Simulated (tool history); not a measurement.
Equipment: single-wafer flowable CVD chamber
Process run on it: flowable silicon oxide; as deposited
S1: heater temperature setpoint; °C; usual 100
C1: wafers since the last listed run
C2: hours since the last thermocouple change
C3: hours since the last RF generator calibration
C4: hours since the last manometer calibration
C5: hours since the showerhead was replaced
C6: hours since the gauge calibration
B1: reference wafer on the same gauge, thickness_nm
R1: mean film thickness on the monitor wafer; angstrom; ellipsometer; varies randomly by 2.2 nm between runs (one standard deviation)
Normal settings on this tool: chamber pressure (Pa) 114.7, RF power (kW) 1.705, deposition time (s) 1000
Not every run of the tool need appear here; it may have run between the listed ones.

run 1 hour=0.0 | S1=100 chamber_pressure_(Pa)=114.7 RF_power_(kW)=1.705 deposition_time_(s)=1100 | C1=0 C2=1257.2 C3=1027.5 C4=2172.4 C5=4116.7 C6=20.0 | B1=672.585 | R1=8888.65
run 2 hour=14.2 | S1=100 chamber_pressure_(Pa)=114.7 RF_power_(kW)=1.705 deposition_time_(s)=1000 | C1=23 C2=1271.4 C3=1041.7 C4=2186.6 C5=4130.9 C6=34.2 | B1=672.660 | R1=8045.90
run 3 hour=21.5 | S1=100 chamber_pressure_(Pa)=114.7 RF_power_(kW)=1.705 deposition_time_(s)=900 | C1=12 C2=1278.7 C3=1049.0 C4=2193.9 C5=4138.2 C6=41.5 | B1=673.035 | R1=7301.33
run 4 hour=39.5 | S1=100 chamber_pressure_(Pa)=114.7 RF_power_(kW)=1.705 deposition_time_(s)=900 | C1=29 C2=1296.7 C3=1067.0 C4=2211.9 C5=4156.2 C6=59.5 | B1=673.144 | R1=7278.10
run 5 hour=56.3 | S1=100 chamber_pressure_(Pa)=114.7 RF_power_(kW)=1.705 deposition_time_(s)=1000 | C1=27 C2=1313.5 C3=1083.8 C4=2228.7 C5=4173.0 C6=76.3 | B1=672.827 | R1=8103.73
run 6 hour=69.1 | S1=100 chamber_pressure_(Pa)=114.7 RF_power_(kW)=1.705 deposition_time_(s)=1000 | C1=21 C2=1326.3 C3=1096.6 C4=2241.5 C5=4185.8 C6=89.1 | B1=672.933 | R1=8098.57
run 7 hour=76.6 | S1=100 chamber_pressure_(Pa)=114.7 RF_power_(kW)=1.705 deposition_time_(s)=1000 | C1=12 C2=1333.8 C3=1104.1 C4=2249.0 C5=4193.3 C6=96.6 | B1=672.841 | R1=8069.10
run 8 hour=94.3 | S1=100 chamber_pressure_(Pa)=114.7 RF_power_(kW)=1.705 deposition_time_(s)=1000 | C1=29 C2=1351.5 C3=1121.8 C4=2266.7 C5=4211.0 C6=114.3 | B1=673.395 | R1=8108.05
run 9 hour=108.6 | S1=96 chamber_pressure_(Pa)=114.7 RF_power_(kW)=1.705 deposition_time_(s)=1000 | C1=23 C2=1365.8 C3=1136.1 C4=2281.0 C5=4225.3 C6=128.6 | B1=673.719 | R1=9394.13
-- hour=127.8 capacitance manometer re-zeroed and calibrated
run 10 hour=128.3 | S1=100 chamber_pressure_(Pa)=114.7 RF_power_(kW)=1.705 deposition_time_(s)=1000 | C1=19 C2=1385.5 C3=1155.8 C4=0.5 C5=4245.0 C6=148.3 | B1=673.011 | R1=8127.08
run 11 hour=134.2 | S1=100 chamber_pressure_(Pa)=114.7 RF_power_(kW)=1.705 deposition_time_(s)=1000 | C1=9 C2=1391.4 C3=1161.7 C4=6.4 C5=4250.9 C6=154.2 | B1=673.159 | R1=8121.13
run 12 hour=150.9 | S1=100 chamber_pressure_(Pa)=126.0 RF_power_(kW)=1.705 deposition_time_(s)=1000 | C1=27 C2=1408.1 C3=1178.4 C4=23.1 C5=4267.6 C6=170.9 | B1=672.642 | R1=8893.38
-- hour=167.4 RF generator calibrated
run 13 hour=167.9 | S1=100 chamber_pressure_(Pa)=126.0 RF_power_(kW)=1.705 deposition_time_(s)=1000 | C1=14 C2=1425.1 C3=0.5 C4=40.1 C5=4284.6 C6=187.9 | B1=672.931 | R1=8934.10
run 14 hour=179.4 | S1=100 chamber_pressure_(Pa)=126.0 RF_power_(kW)=1.705 deposition_time_(s)=1000 | C1=19 C2=1436.6 C3=12.0 C4=51.6 C5=4296.1 C6=199.4 | B1=673.082 | R1=8895.23
run 15 hour=196.5 | S1=104 chamber_pressure_(Pa)=86.5 RF_power_(kW)=1.705 deposition_time_(s)=1130 | C1=28 C2=1453.7 C3=29.1 C4=68.7 C5=4313.2 C6=216.5 | B1=673.582 | R1=5980.40
run 16 hour=204.6 | S1=100 chamber_pressure_(Pa)=114.7 RF_power_(kW)=1.705 deposition_time_(s)=1000 | C1=13 C2=1461.8 C3=37.2 C4=76.8 C5=4321.3 C6=224.6 | B1=673.049 | R1=8157.01
run 17 hour=219.2 | S1=100 chamber_pressure_(Pa)=114.7 RF_power_(kW)=1.705 deposition_time_(s)=1000 | C1=24 C2=1476.4 C3=51.8 C4=91.4 C5=4335.9 C6=239.2 | B1=672.795 | R1=8126.42
-- hour=221.8 gauge calibrated
-- hour=240.2 thermocouple changed; heater temperature recalibrated
run 18 hour=240.7 | S1=100 chamber_pressure_(Pa)=114.7 RF_power_(kW)=1.705 deposition_time_(s)=1000 | C1=22 C2=0.5 C3=73.3 C4=112.9 C5=4357.4 C6=18.9 | B1=672.360 | R1=6549.43
run 19 hour=244.0 | S1=105 chamber_pressure_(Pa)=114.7 RF_power_(kW)=1.445 deposition_time_(s)=1000 | C1=5 C2=3.8 C3=76.6 C4=116.2 C5=4360.7 C6=22.2 | B1=673.536 | R1=5048.95
-- hour=253.6 showerhead replaced, of another model than before
run 20 hour=260.3 | S1=114 chamber_pressure_(Pa)=114.7 RF_power_(kW)=1.705 deposition_time_(s)=1180 | C1=13 C2=20.1 C3=92.9 C4=132.5 C5=6.7 C6=38.5 | B1=673.624 | R1=4656.33
run 21 hour=266.7 | S1=100 chamber_pressure_(Pa)=129.9 RF_power_(kW)=1.705 deposition_time_(s)=1000 | C1=10 C2=26.5 C3=99.3 C4=138.9 C5=13.1 C6=44.9 | B1=673.555 | R1=7300.84
run 22 hour=281.2 | S1=109 chamber_pressure_(Pa)=114.7 RF_power_(kW)=1.705 deposition_time_(s)=830 | C1=24 C2=41.0 C3=113.8 C4=153.4 C5=27.6 C6=59.4 | B1=673.173 | R1=3930.61
run 23 hour=295.1 | S1=100 chamber_pressure_(Pa)=114.7 RF_power_(kW)=1.705 deposition_time_(s)=1000 | C1=23 C2=54.9 C3=127.7 C4=167.3 C5=41.5 C6=73.3 | B1=673.179 | R1=6707.28
run 24 hour=305.6 | S1=100 chamber_pressure_(Pa)=99.5 RF_power_(kW)=1.705 deposition_time_(s)=1000 | C1=17 C2=65.4 C3=138.2 C4=177.8 C5=52.0 C6=83.8 | B1=672.586 | R1=6060.48

For run 25, what comes out?
run 25 hour=317.4 | S1=100 chamber_pressure_(Pa)=114.7 RF_power_(kW)=1.705 deposition_time_(s)=1000 | C1=19 C2=77.2 C3=150.0 C4=189.6 C5=63.8 C6=95.6 | B1=? | R1=?

B1: 672.697
R1: 6719.52 angstrom
Were there no unlogged condition in the tool, this run, its random variation unchanged, would have produced R1 6601.15 angstrom.
